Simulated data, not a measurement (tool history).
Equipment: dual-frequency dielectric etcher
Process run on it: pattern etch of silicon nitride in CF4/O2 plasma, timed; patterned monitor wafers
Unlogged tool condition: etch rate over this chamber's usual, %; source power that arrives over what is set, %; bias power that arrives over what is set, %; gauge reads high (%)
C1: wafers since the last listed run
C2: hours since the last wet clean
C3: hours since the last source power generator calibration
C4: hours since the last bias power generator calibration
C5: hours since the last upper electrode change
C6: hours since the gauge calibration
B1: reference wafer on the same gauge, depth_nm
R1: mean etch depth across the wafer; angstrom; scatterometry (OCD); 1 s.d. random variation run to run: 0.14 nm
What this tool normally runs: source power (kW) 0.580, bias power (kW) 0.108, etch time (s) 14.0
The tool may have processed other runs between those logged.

{"run": 1, "day": 0.0, "source power (kW)": 0.58, "bias power (kW)": 0.108, "etch time (s)": 14.0, "C1": 0, "C2": 188.7, "C3": 1245.4, "C4": 4697.0, "C5": 3958.5, "C6": 218.4, "B1": 29.58, "R1": 250.7}
{"run": 2, "day": 0.775, "source power (kW)": 0.65, "bias power (kW)": 0.108, "etch time (s)": 15.0, "C1": 271, "C2": 207.3, "C3": 1264.0, "C4": 4715.6, "C5": 3977.1, "C6": 237.0, "B1": 29.64, "R1": 305.2}
{"run": 3, "day": 2.188, "source power (kW)": 0.58, "bias power (kW)": 0.092, "etch time (s)": 15.5, "C1": 493, "C2": 241.2, "C3": 1297.9, "C4": 4749.5, "C5": 4011.0, "C6": 270.9, "B1": 29.57, "R1": 264.6}
{"run": 4, "day": 3.046, "source power (kW)": 0.58, "bias power (kW)": 0.092, "etch time (s)": 15.5, "C1": 300, "C2": 261.8, "C3": 1318.5, "C4": 4770.1, "C5": 4031.6, "C6": 291.5, "B1": 29.6, "R1": 266.1}
{"run": 5, "day": 4.812, "source power (kW)": 0.58, "bias power (kW)": 0.108, "etch time (s)": 14.0, "C1": 617, "C2": 304.2, "C3": 1360.9, "C4": 4812.5, "C5": 4074.0, "C6": 333.9, "B1": 29.57, "R1": 250.6}
{"run": 6, "day": 6.204, "source power (kW)": 0.58, "bias power (kW)": 0.108, "etch time (s)": 14.0, "C1": 486, "C2": 337.6, "C3": 1394.3, "C4": 4845.9, "C5": 4107.4, "C6": 367.3, "B1": 29.6, "R1": 250.0}
{"run": 7, "day": 7.692, "source power (kW)": 0.58, "bias power (kW)": 0.093, "etch time (s)": 14.0, "C1": 520, "C2": 373.3, "C3": 1430.0, "C4": 4881.6, "C5": 4143.1, "C6": 403.0, "B1": 29.59, "R1": 237.5}
{"run": 8, "day": 8.438, "source power (kW)": 0.58, "bias power (kW)": 0.108, "etch time (s)": 14.0, "C1": 260, "C2": 391.2, "C3": 1447.9, "C4": 4899.5, "C5": 4161.0, "C6": 420.9, "B1": 29.65, "R1": 246.7}
{"run": 9, "day": 9.1, "source power (kW)": 0.58, "bias power (kW)": 0.108, "etch time (s)": 14.0, "C1": 231, "C2": 407.1, "C3": 1463.8, "C4": 4915.4, "C5": 4176.9, "C6": 436.8, "B1": 29.6, "R1": 247.5}
{"day": 10.112, "done": "bias power generator calibrated"}
{"run": 10, "day": 10.133, "source power (kW)": 0.68, "bias power (kW)": 0.115, "etch time (s)": 14.0, "C1": 303, "C2": 431.9, "C3": 1488.6, "C4": 0.5, "C5": 4201.7, "C6": 461.6, "B1": 29.61, "R1": 297.8}
{"run": 11, "day": 10.512, "source power (kW)": 0.68, "bias power (kW)": 0.115, "etch time (s)": 14.0, "C1": 132, "C2": 441.0, "C3": 1497.7, "C4": 9.6, "C5": 4210.8, "C6": 470.7, "B1": 29.59, "R1": 301.0}
{"run": 12, "day": 11.096, "source power (kW)": 0.58, "bias power (kW)": 0.108, "etch time (s)": 14.0, "C1": 204, "C2": 455.0, "C3": 1511.7, "C4": 23.6, "C5": 4224.8, "C6": 484.7, "B1": 29.56, "R1": 247.5}
{"run": 13, "day": 11.646, "source power (kW)": 0.58, "bias power (kW)": 0.108, "etch time (s)": 14.0, "C1": 192, "C2": 468.2, "C3": 1524.9, "C4": 36.8, "C5": 4238.0, "C6": 497.9, "B1": 29.63, "R1": 246.4}
{"run": 14, "day": 12.167, "source power (kW)": 0.58, "bias power (kW)": 0.108, "etch time (s)": 14.0, "C1": 182, "C2": 480.7, "C3": 1537.4, "C4": 49.3, "C5": 4250.5, "C6": 510.4, "B1": 29.59, "R1": 244.7}
{"run": 15, "day": 13.558, "source power (kW)": 0.58, "bias power (kW)": 0.093, "etch time (s)": 12.5, "C1": 486, "C2": 514.1, "C3": 1570.8, "C4": 82.7, "C5": 4283.9, "C6": 543.8, "B1": 29.58, "R1": 210.5}
{"run": 16, "day": 14.642, "source power (kW)": 0.58, "bias power (kW)": 0.092, "etch time (s)": 15.5, "C1": 378, "C2": 540.1, "C3": 1596.8, "C4": 108.7, "C5": 4309.9, "C6": 569.8, "B1": 29.59, "R1": 258.7}
{"day": 16.542, "done": "wet clean of the chamber"}
{"day": 16.546, "done": "gauge calibrated"}
{"day": 16.821, "done": "upper electrode replaced"}
{"run": 17, "day": 16.842, "source power (kW)": 0.66, "bias power (kW)": 0.09, "etch time (s)": 12.0, "C1": 322, "C2": 7.2, "C3": 1649.6, "C4": 161.5, "C5": 0.5, "C6": 7.1, "B1": 29.57, "R1": 242.2}
{"run": 18, "day": 17.288, "source power (kW)": 0.69, "bias power (kW)": 0.084, "etch time (s)": 17.0, "C1": 155, "C2": 17.9, "C3": 1660.3, "C4": 172.2, "C5": 11.2, "C6": 17.8, "B1": 29.62, "R1": 351.5}
{"run": 19, "day": 17.792, "source power (kW)": 0.46, "bias power (kW)": 0.119, "etch time (s)": 14.0, "C1": 176, "C2": 30.0, "C3": 1672.4, "C4": 184.3, "C5": 23.3, "C6": 29.9, "B1": 29.58, "R1": 205.8}
{"run": 20, "day": 18.975, "source power (kW)": 0.58, "bias power (kW)": 0.108, "etch time (s)": 14.0, "C1": 413, "C2": 58.4, "C3": 1700.8, "C4": 212.7, "C5": 51.7, "C6": 58.3, "B1": 29.61, "R1": 259.3}
{"run": 21, "day": 20.025, "source power (kW)": 0.58, "bias power (kW)": 0.101, "etch time (s)": 10.5, "C1": 367, "C2": 83.6, "C3": 1726.0, "C4": 237.9, "C5": 76.9, "C6": 83.5, "B1": 29.6, "R1": 191.9}
{"run": 22, "day": 21.521, "source power (kW)": 0.58, "bias power (kW)": 0.108, "etch time (s)": 14.0, "C1": 523, "C2": 119.5, "C3": 1761.9, "C4": 273.8, "C5": 112.8, "C6": 119.4, "B1": 29.58, "R1": 255.6}
{"day": 21.721, "done": "source power generator calibrated"}
{"run": 23, "day": 22.079, "source power (kW)": 0.58, "bias power (kW)": 0.088, "etch time (s)": 15.5, "C1": 136, "C2": 132.9, "C3": 8.6, "C4": 287.2, "C5": 126.2, "C6": 132.8, "B1": 29.54, "R1": 267.4}
{"run": 24, "day": 22.95, "source power (kW)": 0.58, "bias power (kW)": 0.108, "etch time (s)": 14.0, "C1": 304, "C2": 153.8, "C3": 29.5, "C4": 308.1, "C5": 147.1, "C6": 153.7, "B1": 29.61, "R1": 255.8}
{"run": 25, "day": 24.025, "source power (kW)": 0.58, "bias power (kW)": 0.108, "etch time (s)": 14.0, "C1": 375, "C2": 179.6, "C3": 55.3, "C4": 333.9, "C5": 172.9, "C6": 179.5, "B1": 29.54, "R1": 252.9}

The next listed run, before its measurement:
{"run": 26, "day": 25.25, "source power (kW)": 0.48, "bias power (kW)": 0.108, "etch time (s)": 11.0, "C1": 428, "C2": 209.0, "C3": 84.7, "C4": 363.3, "C5": 202.3, "C6": 208.9, "B1": "?", "R1": "?"}

{"run 26": {"B1": 29.6, "R1": 163.3}}
Without the tool's hidden state the same run would have given R1 166.8 angstrom.

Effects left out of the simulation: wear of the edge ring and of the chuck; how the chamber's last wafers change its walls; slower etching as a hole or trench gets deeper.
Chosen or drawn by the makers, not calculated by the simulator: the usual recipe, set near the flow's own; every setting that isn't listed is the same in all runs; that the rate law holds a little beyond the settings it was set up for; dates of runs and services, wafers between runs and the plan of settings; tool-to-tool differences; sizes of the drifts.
